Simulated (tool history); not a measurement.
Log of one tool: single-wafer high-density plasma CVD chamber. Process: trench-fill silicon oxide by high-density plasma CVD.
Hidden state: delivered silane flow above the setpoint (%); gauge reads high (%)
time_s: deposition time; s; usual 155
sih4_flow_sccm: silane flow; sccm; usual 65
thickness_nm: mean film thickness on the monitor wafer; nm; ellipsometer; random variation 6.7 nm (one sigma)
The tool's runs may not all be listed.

run,hour,time_s,sih4_flow_sccm,wafers since the last listed run,hours since the silane flow controller was replaced,hours since the gauge calibration,"read-back reference wafer on the same gauge, thickness_nm",thickness_nm
1,0,155,65,0,1161.3,562.7,1290.293,1110.155
2,95,155,58,924,1256.3,657.7,1290.833,1000.086
3,200.8,155,65,1029,1362.1,763.5,1289.051,1108.847
4,254,171,65,517,1415.3,816.7,1290.784,1216.748
5,359.6,171,65,1027,1520.9,922.3,1291.768,1218.078
6,579.7,171,65,2140,1741,1142.4,1288.342,1198.664
# hour 616.8: gauge calibrated
7,685,148,65,1024,1846.3,68.2,1289.434,1052.52
8,769.5,155,65,821,1930.8,152.7,1291.113,1088.436
9,832.5,155,65,612,1993.8,215.7,1289.716,1086.557
# hour 843.4: silane flow controller replaced
10,897.8,155,65,557,54.4,281,1290,1131.731
11,954,155,65,546,110.6,337.2,1290.1,1123.49
12,1045.7,155,65,891,202.3,428.9,1289.143,1135.355
13,1101.7,146,74,544,258.3,484.9,1288.94,1196.745
14,1156.2,135,65,530,312.8,539.4,1290.392,981.331
15,1262.9,127,61,1037,419.5,646.1,1291.545,876.554
16,1323.7,185,61,591,480.3,706.9,1289.981,1257.321
17,1395.5,155,55,698,552.1,778.7,1290.1,970.386
18,1435.2,155,65,386,591.8,818.4,1291.594,1118.961
19,1486.4,155,65,498,643,869.6,1289.002,1123.38
20,1592.5,155,75,1032,749.1,975.7,1290.769,1269.513
21,1693.6,126,74,983,850.2,1076.8,1289.473,1012.749
22,1766.5,130,62,709,923.1,1149.7,1289.51,890.112
23,1821.5,128,57,534,978.1,1204.7,1290.374,815.96

Forecast each of these 3 alternatives for the next run:
A,1821.9,155,74,3,978.5,1205.1,?,?
B,1821.9,169,56,3,978.5,1205.1,?,?
C,1821.9,178,65,3,978.5,1205.1,?,?

run,"read-back reference wafer on the same gauge, thickness_nm",thickness_nm
A,1287.271,1244.134
B,1287.271,1062.872
C,1287.271,1274.111
Without the tool's hidden state the same runs would have given:
run,thickness_nm
A,1279.163
B,1092.797
C,1309.984

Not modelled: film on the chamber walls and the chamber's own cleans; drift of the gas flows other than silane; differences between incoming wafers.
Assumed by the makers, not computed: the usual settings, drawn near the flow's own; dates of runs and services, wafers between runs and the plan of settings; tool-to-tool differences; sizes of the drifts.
